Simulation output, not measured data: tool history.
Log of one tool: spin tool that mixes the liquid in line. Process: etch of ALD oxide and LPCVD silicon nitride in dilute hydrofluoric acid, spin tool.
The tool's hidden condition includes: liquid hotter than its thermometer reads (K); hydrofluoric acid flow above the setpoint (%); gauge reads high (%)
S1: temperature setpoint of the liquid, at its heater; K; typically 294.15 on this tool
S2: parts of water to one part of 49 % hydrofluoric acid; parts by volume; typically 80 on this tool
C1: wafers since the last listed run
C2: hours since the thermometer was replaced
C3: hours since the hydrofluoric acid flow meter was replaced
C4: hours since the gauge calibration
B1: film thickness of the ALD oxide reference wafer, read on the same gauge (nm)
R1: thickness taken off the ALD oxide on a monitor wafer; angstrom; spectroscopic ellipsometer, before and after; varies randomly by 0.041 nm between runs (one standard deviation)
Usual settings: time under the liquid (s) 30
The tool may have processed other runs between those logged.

{"run": 1, "hour": 0.0, "S1": 290.65, "S2": 80, "time under the liquid (s)": 25, "C1": 0, "C2": 1517.4, "C3": 1257.8, "C4": 524.1, "B1": 40, "R1": 66.5}
{"run": 2, "hour": 48.0, "S1": 296.65, "S2": 80, "time under the liquid (s)": 30, "C1": 638, "C2": 1565.4, "C3": 1305.8, "C4": 572.1, "B1": 40.01, "R1": 101.9}
{"run": 3, "hour": 100.9, "S1": 296.65, "S2": 80, "time under the liquid (s)": 30, "C1": 703, "C2": 1618.3, "C3": 1358.7, "C4": 625, "B1": 39.98, "R1": 102.9}
{"run": 4, "hour": 299.7, "S1": 296.65, "S2": 80, "time under the liquid (s)": 30, "C1": 2642, "C2": 1817.1, "C3": 1557.5, "C4": 823.8, "B1": 40.01, "R1": 103.3}
{"run": 5, "hour": 326.7, "S1": 298.15, "S2": 50, "time under the liquid (s)": 30, "C1": 358, "C2": 1844.1, "C3": 1584.5, "C4": 850.8, "B1": 40.04, "R1": 182.4}
{"run": 6, "hour": 354.9, "S1": 298.15, "S2": 50, "time under the liquid (s)": 30, "C1": 374, "C2": 1872.3, "C3": 1612.7, "C4": 879, "B1": 39.97, "R1": 181.7}
{"run": 7, "hour": 403.4, "S1": 294.15, "S2": 80, "time under the liquid (s)": 35, "C1": 644, "C2": 1920.8, "C3": 1661.2, "C4": 927.5, "B1": 39.98, "R1": 109.8}
{"run": 8, "hour": 445.8, "S1": 294.15, "S2": 80, "time under the liquid (s)": 30, "C1": 563, "C2": 1963.2, "C3": 1703.6, "C4": 969.9, "B1": 40, "R1": 93.6}
{"run": 9, "hour": 489.6, "S1": 294.15, "S2": 80, "time under the liquid (s)": 30, "C1": 582, "C2": 2007, "C3": 1747.4, "C4": 1013.7, "B1": 40.03, "R1": 93.8}
{"run": 10, "hour": 521.9, "S1": 294.15, "S2": 80, "time under the liquid (s)": 30, "C1": 429, "C2": 2039.3, "C3": 1779.7, "C4": 1046, "B1": 40.04, "R1": 94.2}
{"run": 11, "hour": 582.4, "S1": 294.15, "S2": 80, "time under the liquid (s)": 30, "C1": 804, "C2": 2099.8, "C3": 1840.2, "C4": 1106.5, "B1": 40, "R1": 93.4}
{"hour": 601.6, "done": "hydrofluoric acid flow meter replaced"}
{"hour": 677.0, "done": "gauge calibrated"}
{"run": 12, "hour": 695.9, "S1": 298.15, "S2": 50, "time under the liquid (s)": 50, "C1": 1495, "C2": 2213.3, "C3": 94.3, "C4": 18.9, "B1": 40.02, "R1": 309.5}
{"run": 13, "hour": 731.1, "S1": 299.15, "S2": 80, "time under the liquid (s)": 25, "C1": 467, "C2": 2248.5, "C3": 129.5, "C4": 54.1, "B1": 39.99, "R1": 96.1}
{"hour": 780.3, "done": "thermometer replaced"}
{"run": 14, "hour": 800.5, "S1": 290.65, "S2": 80, "time under the liquid (s)": 30, "C1": 909, "C2": 20.2, "C3": 198.9, "C4": 123.5, "B1": 40.02, "R1": 77.4}
{"run": 15, "hour": 839.3, "S1": 294.15, "S2": 80, "time under the liquid (s)": 40, "C1": 515, "C2": 59, "C3": 237.7, "C4": 162.3, "B1": 40.02, "R1": 119.5}
{"run": 16, "hour": 899.6, "S1": 290.65, "S2": 80, "time under the liquid (s)": 15, "C1": 801, "C2": 119.3, "C3": 298, "C4": 222.6, "B1": 40.02, "R1": 38.7}
{"run": 17, "hour": 969.3, "S1": 299.15, "S2": 80, "time under the liquid (s)": 30, "C1": 926, "C2": 189, "C3": 367.7, "C4": 292.3, "B1": 40.04, "R1": 109.9}
{"run": 18, "hour": 1010.4, "S1": 294.15, "S2": 80, "time under the liquid (s)": 50, "C1": 546, "C2": 230.1, "C3": 408.8, "C4": 333.4, "B1": 39.94, "R1": 149.3}
{"run": 19, "hour": 1039.8, "S1": 296.15, "S2": 65, "time under the liquid (s)": 30, "C1": 390, "C2": 259.5, "C3": 438.2, "C4": 362.8, "B1": 40.01, "R1": 122.1}
{"run": 20, "hour": 1089.2, "S1": 294.15, "S2": 80, "time under the liquid (s)": 30, "C1": 656, "C2": 308.9, "C3": 487.6, "C4": 412.2, "B1": 39.98, "R1": 90.4}
{"run": 21, "hour": 1150.3, "S1": 298.65, "S2": 60, "time under the liquid (s)": 15, "C1": 812, "C2": 370, "C3": 548.7, "C4": 473.3, "B1": 40.02, "R1": 74.2}
{"run": 22, "hour": 1205.3, "S1": 294.15, "S2": 80, "time under the liquid (s)": 40, "C1": 731, "C2": 425, "C3": 603.7, "C4": 528.3, "B1": 39.95, "R1": 120.3}

Forecast each of these 5 alternatives for the next run:
{"run": "A", "hour": 1205.7, "S1": 294.15, "S2": 80, "time under the liquid (s)": 30, "C1": 5, "C2": 425.4, "C3": 604.1, "C4": 528.7, "B1": "?", "R1": "?"}
{"run": "B", "hour": 1205.7, "S1": 292.65, "S2": 80, "time under the liquid (s)": 15, "C1": 5, "C2": 425.4, "C3": 604.1, "C4": 528.7, "B1": "?", "R1": "?"}
{"run": "C", "hour": 1205.7, "S1": 294.15, "S2": 40, "time under the liquid (s)": 15, "C1": 5, "C2": 425.4, "C3": 604.1, "C4": 528.7, "B1": "?", "R1": "?"}
{"run": "D", "hour": 1205.7, "S1": 294.15, "S2": 50, "time under the liquid (s)": 30, "C1": 5, "C2": 425.4, "C3": 604.1, "C4": 528.7, "B1": "?", "R1": "?"}
{"run": "E", "hour": 1205.7, "S1": 297.15, "S2": 80, "time under the liquid (s)": 45, "C1": 5, "C2": 425.4, "C3": 604.1, "C4": 528.7, "B1": "?", "R1": "?"}

run=A B1=40.01 R1=90.6
run=B B1=40.01 R1=42.6
run=C B1=40.01 R1=95.1
run=D B1=40.01 R1=150.3
run=E B1=40.01 R1=153.4
Without the tool's hidden state the same runs would have given:
run=A R1=88.5
run=B R1=41.6
run=C R1=92.9
run=D R1=146.9
run=E R1=150.1

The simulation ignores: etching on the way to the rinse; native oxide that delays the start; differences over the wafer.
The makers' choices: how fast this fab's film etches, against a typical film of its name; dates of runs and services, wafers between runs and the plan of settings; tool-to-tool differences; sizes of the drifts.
